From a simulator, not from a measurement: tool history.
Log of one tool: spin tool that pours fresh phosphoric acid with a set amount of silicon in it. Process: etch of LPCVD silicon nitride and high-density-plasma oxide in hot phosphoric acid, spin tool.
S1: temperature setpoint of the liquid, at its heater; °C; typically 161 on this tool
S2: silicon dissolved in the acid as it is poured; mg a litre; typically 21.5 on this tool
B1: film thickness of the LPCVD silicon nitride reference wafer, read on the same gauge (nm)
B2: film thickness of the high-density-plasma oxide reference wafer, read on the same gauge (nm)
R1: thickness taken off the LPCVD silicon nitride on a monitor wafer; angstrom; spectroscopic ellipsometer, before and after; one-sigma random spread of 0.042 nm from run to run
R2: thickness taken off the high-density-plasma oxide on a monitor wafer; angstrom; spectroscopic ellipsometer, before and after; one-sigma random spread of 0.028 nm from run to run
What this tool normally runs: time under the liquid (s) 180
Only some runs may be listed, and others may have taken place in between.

Run 1, hour 0: usual settings; B1 30; B2 149.99. Result: R1 168.2 angstrom, R2 3.16 angstrom.
Run 2, hour 14.2: usual settings; B1 29.99; B2 149.996. Result: R1 167.5 angstrom, R2 3.18 angstrom.
Run 3, hour 23.8: usual settings; B1 30.02; B2 149.982. Result: R1 167.1 angstrom, R2 3.57 angstrom.
Run 4, hour 37.5: usual settings; B1 29.99; B2 150.012. Result: R1 166.8 angstrom, R2 3.35 angstrom.
At hour 65.6: heated supply line repaired.
At hour 66.1: thermometer replaced.
Run 5, hour 80: usual settings; B1 30.01; B2 150.007. Result: R1 188.5 angstrom, R2 4.04 angstrom.
Run 6, hour 93.8: usual settings; B1 30.01; B2 149.992. Result: R1 189.3 angstrom, R2 4.4 angstrom.
Run 7, hour 109.9: usual settings; B1 30; B2 150.003. Result: R1 189.2 angstrom, R2 4.64 angstrom.
At hour 123.4: dissolved silicon flow meter replaced.
Run 8, hour 125.4: usual settings but S1 163 °C, time under the liquid (s) 130; B1 29.99; B2 149.996. Result: R1 145.5 angstrom, R2 3.2 angstrom.
At hour 129.2: gauge calibrated.
Run 9, hour 140.5: usual settings but S1 163.5 °C, S2 16 mg a litre, time under the liquid (s) 90; B1 30.01; B2 150.001. Result: R1 102.7 angstrom, R2 2.98 angstrom.
Run 10, hour 153.3: usual settings; B1 29.99; B2 150.002. Result: R1 188.4 angstrom, R2 4.1 angstrom.
Run 11, hour 167.8: usual settings but S2 37 mg a litre; B1 29.99; B2 149.989. Result: R1 187.5 angstrom, R2 2.36 angstrom.
Run 12, hour 183.6: usual settings but S1 163 °C, S2 8.5 mg a litre; B1 29.99; B2 149.993. Result: R1 201.2 angstrom, R2 5.81 angstrom.
Run 13, hour 217.8: usual settings; B1 29.99; B2 149.997. Result: R1 187.9 angstrom, R2 3.89 angstrom.
Run 14, hour 232.6: usual settings but S1 162 °C, S2 15 mg a litre, time under the liquid (s) 105; B1 30.01; B2 150.005. Result: R1 112.8 angstrom, R2 3.08 angstrom.
Run 15, hour 242.8: usual settings; B1 29.99; B2 149.999. Result: R1 187.6 angstrom, R2 4.58 angstrom.
Run 16, hour 256.8: usual settings; B1 29.98; B2 150.016. Result: R1 187.1 angstrom, R2 4.79 angstrom.
Run 17, hour 270.3: usual settings but S1 163.5 °C, S2 12.5 mg a litre, time under the liquid (s) 260; B1 29.99; B2 150.003. Result: R1 293.9 angstrom, R2 8.71 angstrom.
Run 18, hour 284.5: usual settings but S2 13.5 mg a litre, time under the liquid (s) 130; B1 29.99; B2 150.003. Result: R1 135 angstrom, R2 3.73 angstrom.
Run 19, hour 300.9: usual settings but time under the liquid (s) 105; B1 30; B2 149.996. Result: R1 108.9 angstrom, R2 2.44 angstrom.
Run 20, hour 314.1: usual settings but S1 159 °C, S2 35.5 mg a litre, time under the liquid (s) 285; B1 29.99; B2 149.996. Result: R1 275.5 angstrom, R2 3.33 angstrom.
Run 21, hour 320.3: usual settings but S1 159 °C, S2 13 mg a litre; B1 30; B2 150.005. Result: R1 174.7 angstrom, R2 4.48 angstrom.
Run 22, hour 330.3: usual settings but S1 164 °C, S2 28.5 mg a litre; B1 30; B2 149.999. Result: R1 206.5 angstrom, R2 4.24 angstrom.

Alternative continuations, all from the tool just after run 22; predict every row:
Run A, hour 330.8: usual settings; B1 ?; B2 ?. Result: R1 ?, R2 ?.
Run B, hour 330.8: usual settings but S1 162 °C, time under the liquid (s) 80; B1 ?; B2 ?. Result: R1 ?, R2 ?.
Run C, hour 330.8: usual settings but S1 159 °C, time under the liquid (s) 120; B1 ?; B2 ?. Result: R1 ?, R2 ?.

run     B1      B2     R1    R2
  A  30.03  149.99  187.2  3.88
  B  30.03  149.99   86.1  1.86
  C  30.03  149.99  116.7  2.23
With the hidden condition removed and each run's random variation left untouched, the same runs would have given:
run     R1    R2
  A  192.1   4.1
  B   88.3  1.96
  C  119.8  2.36

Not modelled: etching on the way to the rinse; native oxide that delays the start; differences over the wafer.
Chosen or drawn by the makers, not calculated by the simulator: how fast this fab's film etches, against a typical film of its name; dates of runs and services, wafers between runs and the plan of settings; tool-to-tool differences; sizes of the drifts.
